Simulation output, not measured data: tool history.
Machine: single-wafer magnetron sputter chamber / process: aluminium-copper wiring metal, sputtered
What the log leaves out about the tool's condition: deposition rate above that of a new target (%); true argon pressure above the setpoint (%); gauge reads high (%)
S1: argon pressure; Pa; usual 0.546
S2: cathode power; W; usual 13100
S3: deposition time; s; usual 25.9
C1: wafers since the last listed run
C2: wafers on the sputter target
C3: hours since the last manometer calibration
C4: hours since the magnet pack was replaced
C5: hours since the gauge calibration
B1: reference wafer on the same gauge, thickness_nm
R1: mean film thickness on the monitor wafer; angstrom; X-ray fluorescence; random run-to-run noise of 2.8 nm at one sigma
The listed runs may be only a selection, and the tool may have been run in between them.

Run 1, hour 0.0: usual settings; C1 0; C2 2918; C3 361.1; C4 3531.6; C5 601.7; B1 469.365. Result: R1 5430.26 angstrom.
Run 2, hour 57.8: usual settings; C1 1325; C2 4243; C3 418.9; C4 3589.4; C5 659.5; B1 469.511. Result: R1 5407.97 angstrom.
Run 3, hour 125.8: usual settings; C1 1559; C2 5803; C3 486.9; C4 3657.4; C5 727.5; B1 468.339. Result: R1 5469.75 angstrom.
Run 4, hour 177.1: usual settings; C1 1176; C2 6979; C3 538.2; C4 3708.7; C5 778.8; B1 468.877. Result: R1 5425.99 angstrom.
Run 5, hour 227.8: usual settings but S1 0.498 Pa; C1 1162; C2 8142; C3 588.9; C4 3759.4; C5 829.5; B1 468.822. Result: R1 5507.14 angstrom.
Run 6, hour 318.3: usual settings but S1 0.498 Pa; C1 2075; C2 10217; C3 679.4; C4 3849.9; C5 920.0; B1 468.839. Result: R1 5556.14 angstrom.
Run 7, hour 410.1: usual settings but S1 0.498 Pa; C1 2105; C2 12322; C3 771.2; C4 3941.7; C5 1011.8; B1 468.252. Result: R1 5586.28 angstrom.
Run 8, hour 457.6: usual settings but S1 0.721 Pa; C1 1089; C2 13411; C3 818.7; C4 3989.2; C5 1059.3; B1 469.511. Result: R1 5045.32 angstrom.
At hour 467.4: sputter target and shields replaced.
Run 9, hour 546.1: usual settings but S1 0.721 Pa; C1 1845; C2 1805; C3 907.2; C4 4077.7; C5 1147.8; B1 468.763. Result: R1 5051.65 angstrom.
Run 10, hour 643.9: usual settings but S1 0.721 Pa; C1 2242; C2 4048; C3 1005.0; C4 4175.5; C5 1245.6; B1 469.554. Result: R1 5031.44 angstrom.
Run 11, hour 751.8: usual settings but S1 0.631 Pa; C1 2474; C2 6522; C3 1112.9; C4 4283.4; C5 1353.5; B1 469.077. Result: R1 5259.35 angstrom.
Run 12, hour 871.7: usual settings but S1 0.631 Pa; C1 2749; C2 9272; C3 1232.8; C4 4403.3; C5 1473.4; B1 469.394. Result: R1 5255.23 angstrom.
At hour 967.1: magnet pack replaced.
At hour 1074.7: sputter target and shields replaced.
Run 13, hour 1075.2: usual settings but S1 0.631 Pa; C1 4299; C2 11; C3 1436.3; C4 108.1; C5 1676.9; B1 469.127. Result: R1 5247.89 angstrom.
Run 14, hour 1111.1: usual settings but S2 12100 W, S3 28.0 s; C1 823; C2 834; C3 1472.2; C4 144.0; C5 1712.8; B1 469.267. Result: R1 5474.28 angstrom.
Run 15, hour 1158.2: usual settings; C1 1080; C2 1914; C3 1519.3; C4 191.1; C5 1759.9; B1 469.026. Result: R1 5424.63 angstrom.
Run 16, hour 1200.2: usual settings but S1 0.703 Pa; C1 963; C2 2877; C3 1561.3; C4 233.1; C5 1801.9; B1 468.819. Result: R1 5075.55 angstrom.
Run 17, hour 1248.8: usual settings but S1 0.386 Pa, S2 11200 W, S3 20.9 s; C1 1114; C2 3992; C3 1609.9; C4 281.7; C5 1850.5; B1 469.779. Result: R1 4113.77 angstrom.
Run 18, hour 1303.4: usual settings but S2 13950 W, S3 30.0 s; C1 1252; C2 5244; C3 1664.5; C4 336.3; C5 1905.1; B1 469.060. Result: R1 6595.20 angstrom.
Run 19, hour 1392.2: usual settings but S1 0.703 Pa; C1 2036; C2 7280; C3 1753.3; C4 425.1; C5 1993.9; B1 468.386. Result: R1 5094.30 angstrom.
Run 20, hour 1462.0: usual settings but S1 0.620 Pa, S2 9950 W, S3 30.1 s; C1 1600; C2 8881; C3 1823.1; C4 494.9; C5 2063.7; B1 468.979. Result: R1 4871.01 angstrom.
At hour 1479.1: gauge calibrated.
Run 21, hour 1533.1: usual settings; C1 1630; C2 10511; C3 1894.2; C4 566.0; C5 54.0; B1 469.724. Result: R1 5405.64 angstrom.
Run 22, hour 1586.7: usual settings but S1 0.693 Pa, S2 14050 W, S3 28.6 s; C1 1229; C2 11740; C3 1947.8; C4 619.6; C5 107.6; B1 469.436. Result: R1 6021.80 angstrom.
At hour 1631.4: capacitance manometer re-zeroed and calibrated.
At hour 1647.4: sputter target and shields replaced.
Run 23, hour 1649.6: usual settings; C1 1075; C2 51; C3 18.2; C4 682.5; C5 170.5; B1 468.662. Result: R1 5443.15 angstrom.
Run 24, hour 1736.8: usual settings; C1 1999; C2 2050; C3 105.4; C4 769.7; C5 257.7; B1 468.204. Result: R1 5411.01 angstrom.
Run 25, hour 1825.7: usual settings; C1 2038; C2 4089; C3 194.3; C4 858.6; C5 346.6; B1 469.208. Result: R1 5443.22 angstrom.
Run 26, hour 1915.2: usual settings but S2 15800 W; C1 2052; C2 6141; C3 283.8; C4 948.1; C5 436.1; B1 469.112. Result: R1 6348.02 angstrom.

Forecast run 27:
Run 27, hour 2014.1: usual settings but S1 0.638 Pa, S2 15550 W; C1 2267; C2 8409; C3 382.7; C4 1047.0; C5 535.0; B1 ?. Result: R1 ?.

{"run 27": {"B1": 468.652, "R1": 6094.06}}
Were there no unlogged condition in the tool, this run, its random variation unchanged, would have produced R1 6094.06 angstrom.

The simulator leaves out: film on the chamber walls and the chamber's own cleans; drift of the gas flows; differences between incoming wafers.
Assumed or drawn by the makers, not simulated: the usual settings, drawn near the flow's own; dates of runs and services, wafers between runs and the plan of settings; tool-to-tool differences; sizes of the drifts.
